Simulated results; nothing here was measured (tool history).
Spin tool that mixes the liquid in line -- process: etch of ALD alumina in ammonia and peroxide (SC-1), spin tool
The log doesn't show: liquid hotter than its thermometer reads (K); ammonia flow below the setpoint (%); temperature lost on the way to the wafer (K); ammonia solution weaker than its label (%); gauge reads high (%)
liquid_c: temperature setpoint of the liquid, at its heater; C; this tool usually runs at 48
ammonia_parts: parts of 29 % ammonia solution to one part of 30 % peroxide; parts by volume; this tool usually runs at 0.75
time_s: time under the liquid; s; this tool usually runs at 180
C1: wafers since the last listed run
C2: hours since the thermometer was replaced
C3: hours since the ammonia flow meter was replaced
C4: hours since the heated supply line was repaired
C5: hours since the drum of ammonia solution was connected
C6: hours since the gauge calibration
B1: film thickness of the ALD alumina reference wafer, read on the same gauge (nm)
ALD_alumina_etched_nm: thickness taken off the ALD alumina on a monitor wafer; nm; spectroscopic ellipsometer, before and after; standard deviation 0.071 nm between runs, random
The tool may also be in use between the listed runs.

{"run": 1, "hour": 0.0, "liquid_c": 51.5, "ammonia_parts": 0.75, "time_s": 180, "C1": 0, "C2": 146.1, "C3": 393.4, "C4": 2206.8, "C5": 621.6, "C6": 1333.8, "B1": 39.98, "ALD_alumina_etched_nm": 19.98}
{"hour": 27.7, "done": "new drum of ammonia solution connected"}
{"run": 2, "hour": 80.7, "liquid_c": 51.5, "ammonia_parts": 0.75, "time_s": 180, "C1": 746, "C2": 226.8, "C3": 474.1, "C4": 2287.5, "C5": 53, "C6": 1414.5, "B1": 40, "ALD_alumina_etched_nm": 20.02}
{"run": 3, "hour": 120.3, "liquid_c": 51.5, "ammonia_parts": 0.75, "time_s": 180, "C1": 370, "C2": 266.4, "C3": 513.7, "C4": 2327.1, "C5": 92.6, "C6": 1454.1, "B1": 39.97, "ALD_alumina_etched_nm": 19.92}
{"run": 4, "hour": 172.3, "liquid_c": 51, "ammonia_parts": 0.75, "time_s": 180, "C1": 487, "C2": 318.4, "C3": 565.7, "C4": 2379.1, "C5": 144.6, "C6": 1506.1, "B1": 39.99, "ALD_alumina_etched_nm": 19.29}
{"run": 5, "hour": 245.6, "liquid_c": 51, "ammonia_parts": 0.75, "time_s": 180, "C1": 686, "C2": 391.7, "C3": 639, "C4": 2452.4, "C5": 217.9, "C6": 1579.4, "B1": 39.99, "ALD_alumina_etched_nm": 19.32}
{"run": 6, "hour": 293.5, "liquid_c": 48, "ammonia_parts": 0.75, "time_s": 225, "C1": 448, "C2": 439.6, "C3": 686.9, "C4": 2500.3, "C5": 265.8, "C6": 1627.3, "B1": 39.98, "ALD_alumina_etched_nm": 20.49}
{"run": 7, "hour": 386.5, "liquid_c": 48, "ammonia_parts": 0.75, "time_s": 225, "C1": 871, "C2": 532.6, "C3": 779.9, "C4": 2593.3, "C5": 358.8, "C6": 1720.3, "B1": 40.02, "ALD_alumina_etched_nm": 20.57}
{"run": 8, "hour": 492.9, "liquid_c": 48, "ammonia_parts": 0.75, "time_s": 250, "C1": 996, "C2": 639, "C3": 886.3, "C4": 2699.7, "C5": 465.2, "C6": 1826.7, "B1": 40, "ALD_alumina_etched_nm": 22.68}
{"run": 9, "hour": 594.7, "liquid_c": 43.5, "ammonia_parts": 0.75, "time_s": 180, "C1": 953, "C2": 740.8, "C3": 988.1, "C4": 2801.5, "C5": 567, "C6": 1928.5, "B1": 40.02, "ALD_alumina_etched_nm": 12.73}
{"hour": 616.7, "done": "heated supply line repaired"}
{"hour": 635.4, "done": "ammonia flow meter replaced"}
{"hour": 636.6, "done": "new drum of ammonia solution connected"}
{"run": 10, "hour": 651.9, "liquid_c": 43.5, "ammonia_parts": 0.75, "time_s": 180, "C1": 507, "C2": 798, "C3": 16.5, "C4": 35.2, "C5": 15.3, "C6": 1985.7, "B1": 40, "ALD_alumina_etched_nm": 12.7}
{"run": 11, "hour": 749.2, "liquid_c": 48, "ammonia_parts": 0.75, "time_s": 180, "C1": 911, "C2": 895.3, "C3": 113.8, "C4": 132.5, "C5": 112.6, "C6": 2083, "B1": 39.99, "ALD_alumina_etched_nm": 16.4}
{"run": 12, "hour": 820.6, "liquid_c": 48, "ammonia_parts": 0.75, "time_s": 180, "C1": 668, "C2": 966.7, "C3": 185.2, "C4": 203.9, "C5": 184, "C6": 2154.4, "B1": 40.01, "ALD_alumina_etched_nm": 16.51}
{"hour": 868.9, "done": "gauge calibrated"}
{"run": 13, "hour": 914.0, "liquid_c": 42, "ammonia_parts": 1.1, "time_s": 80, "C1": 874, "C2": 1060.1, "C3": 278.6, "C4": 297.3, "C5": 277.4, "C6": 45.1, "B1": 40, "ALD_alumina_etched_nm": 5.35}
{"run": 14, "hour": 954.6, "liquid_c": 48, "ammonia_parts": 0.75, "time_s": 180, "C1": 380, "C2": 1100.7, "C3": 319.2, "C4": 337.9, "C5": 318, "C6": 85.7, "B1": 39.99, "ALD_alumina_etched_nm": 16.41}
{"run": 15, "hour": 998.5, "liquid_c": 58, "ammonia_parts": 0.75, "time_s": 250, "C1": 411, "C2": 1144.6, "C3": 363.1, "C4": 381.8, "C5": 361.9, "C6": 129.6, "B1": 40, "ALD_alumina_etched_nm": 39.14}
{"run": 16, "hour": 1098.9, "liquid_c": 51.5, "ammonia_parts": 0.5, "time_s": 115, "C1": 940, "C2": 1245, "C3": 463.5, "C4": 482.2, "C5": 462.3, "C6": 230, "B1": 40.02, "ALD_alumina_etched_nm": 12.27}
{"run": 17, "hour": 1153.0, "liquid_c": 48, "ammonia_parts": 0.75, "time_s": 140, "C1": 506, "C2": 1299.1, "C3": 517.6, "C4": 536.3, "C5": 516.4, "C6": 284.1, "B1": 40, "ALD_alumina_etched_nm": 12.79}
{"hour": 1202.8, "done": "new drum of ammonia solution connected"}
{"hour": 1237.8, "done": "thermometer replaced"}
{"run": 18, "hour": 1445.1, "liquid_c": 48, "ammonia_parts": 0.75, "time_s": 180, "C1": 2717, "C2": 207.3, "C3": 809.7, "C4": 828.4, "C5": 242.3, "C6": 576.2, "B1": 40.02, "ALD_alumina_etched_nm": 16.44}
{"hour": 1491.4, "done": "ammonia flow meter replaced"}
{"run": 19, "hour": 1551.1, "liquid_c": 43.5, "ammonia_parts": 0.35, "time_s": 275, "C1": 983, "C2": 313.3, "C3": 59.7, "C4": 934.4, "C5": 348.3, "C6": 682.2, "B1": 40.01, "ALD_alumina_etched_nm": 18.08}
{"run": 20, "hour": 1594.0, "liquid_c": 42, "ammonia_parts": 0.75, "time_s": 135, "C1": 401, "C2": 356.2, "C3": 102.6, "C4": 977.3, "C5": 391.2, "C6": 725.1, "B1": 40.01, "ALD_alumina_etched_nm": 8.84}
{"run": 21, "hour": 1676.2, "liquid_c": 48, "ammonia_parts": 0.75, "time_s": 180, "C1": 770, "C2": 438.4, "C3": 184.8, "C4": 1059.5, "C5": 473.4, "C6": 807.3, "B1": 39.98, "ALD_alumina_etched_nm": 16.44}
{"hour": 1753.1, "done": "new drum of ammonia solution connected"}
{"run": 22, "hour": 1782.3, "liquid_c": 48, "ammonia_parts": 0.75, "time_s": 75, "C1": 984, "C2": 544.5, "C3": 290.9, "C4": 1165.6, "C5": 29.2, "C6": 913.4, "B1": 40, "ALD_alumina_etched_nm": 6.84}
{"run": 23, "hour": 2061.7, "liquid_c": 48, "ammonia_parts": 0.75, "time_s": 180, "C1": 2617, "C2": 823.9, "C3": 570.3, "C4": 1445, "C5": 308.6, "C6": 1192.8, "B1": 40.01, "ALD_alumina_etched_nm": 16.48}
{"run": 24, "hour": 2167.9, "liquid_c": 45, "ammonia_parts": 0.5, "time_s": 75, "C1": 994, "C2": 930.1, "C3": 676.5, "C4": 1551.2, "C5": 414.8, "C6": 1299, "B1": 40, "ALD_alumina_etched_nm": 5.54}
{"run": 25, "hour": 2271.3, "liquid_c": 48, "ammonia_parts": 0.75, "time_s": 265, "C1": 968, "C2": 1033.5, "C3": 779.9, "C4": 1654.6, "C5": 518.2, "C6": 1402.4, "B1": 39.96, "ALD_alumina_etched_nm": 24.07}
{"hour": 2277.3, "done": "ammonia flow meter replaced"}
{"run": 26, "hour": 2334.9, "liquid_c": 48, "ammonia_parts": 0.85, "time_s": 120, "C1": 586, "C2": 1097.1, "C3": 57.6, "C4": 1718.2, "C5": 581.8, "C6": 1466, "B1": 40.04, "ALD_alumina_etched_nm": 11.09}

What was the tool's hidden state at every run in the log?
liquid hotter than its thermometer reads (K): 0 at every run
ammonia flow below the setpoint (%): 0 at every run
temperature lost on the way to the wafer (K): 0 at every run
ammonia solution weaker than its label (%): 0 at every run
gauge reads high (%): 0 at every run
